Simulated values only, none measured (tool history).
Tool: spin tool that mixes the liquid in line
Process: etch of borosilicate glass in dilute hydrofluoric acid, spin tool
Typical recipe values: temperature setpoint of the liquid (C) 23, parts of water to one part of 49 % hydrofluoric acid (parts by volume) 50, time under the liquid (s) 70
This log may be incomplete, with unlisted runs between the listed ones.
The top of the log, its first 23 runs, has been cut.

run    hour  temperature setpoint of the liquid (C)  parts of water to one part of 49 % hydrofluoric acid (parts by volume)  time under the liquid (s)  read-back film thickness of the borosilicate glass reference wafer, read on the same gauge (nm)  thickness taken off the borosilicate glass on a monitor wafer (angstrom)
 24  1290.6                                    19.5                                                                      40                         70                                                                                               50                                                                     554.1
 25  1329.5                                      23                                                                      30                         70                                                                                               50                                                                     859.8
 26    1377                                      23                                                                      50                         70                                                                                            50.01                                                                     508.7
 27  1429.9                                      23                                                                      55                         70                                                                                               50                                                                     459.1
 28  1458.2                                      23                                                                      50                         70                                                                                            49.99                                                                     511.1
 29  1508.6                                      23                                                                      50                         70                                                                                            49.99                                                                     514.4
 30    1553                                      23                                                                      50                         40                                                                                               50                                                                     295.7
 31  1597.5                                      23                                                                      50                         35                                                                                            49.96                                                                     256.5
 32  1629.2                                      25                                                                      50                         70                                                                                            50.04                                                                     568.6

Forecast each of these 5 alternatives for the next run:
  A  1629.6                                    21.5                                                                      50                         70                                                                                                ?                                                                         ?
  B  1629.6                                      27                                                                      50                        105                                                                                                ?                                                                         ?
  C  1629.6                                      19                                                                      40                         70                                                                                                ?                                                                         ?
  D  1629.6                                    19.5                                                                      50                         70                                                                                                ?                                                                         ?
  E  1629.6                                      25                                                                      50                         95                                                                                                ?                                                                         ?

run  read-back film thickness of the borosilicate glass reference wafer, read on the same gauge (nm)  thickness taken off the borosilicate glass on a monitor wafer (angstrom)
  A                                                                                            49.99                                                                     485.1
  B                                                                                            49.99                                                                     911.1
  C                                                                                            49.99                                                                     552.3
  D                                                                                            49.99                                                                       446
  E                                                                                            49.99                                                                     760.5
What these runs would have given with no unlogged condition in the tool:
run  thickness taken off the borosilicate glass on a monitor wafer (angstrom)
  A                                                                     471.9
  B                                                                     887.3
  C                                                                     536.8
  D                                                                     433.6
  E                                                                     740.3

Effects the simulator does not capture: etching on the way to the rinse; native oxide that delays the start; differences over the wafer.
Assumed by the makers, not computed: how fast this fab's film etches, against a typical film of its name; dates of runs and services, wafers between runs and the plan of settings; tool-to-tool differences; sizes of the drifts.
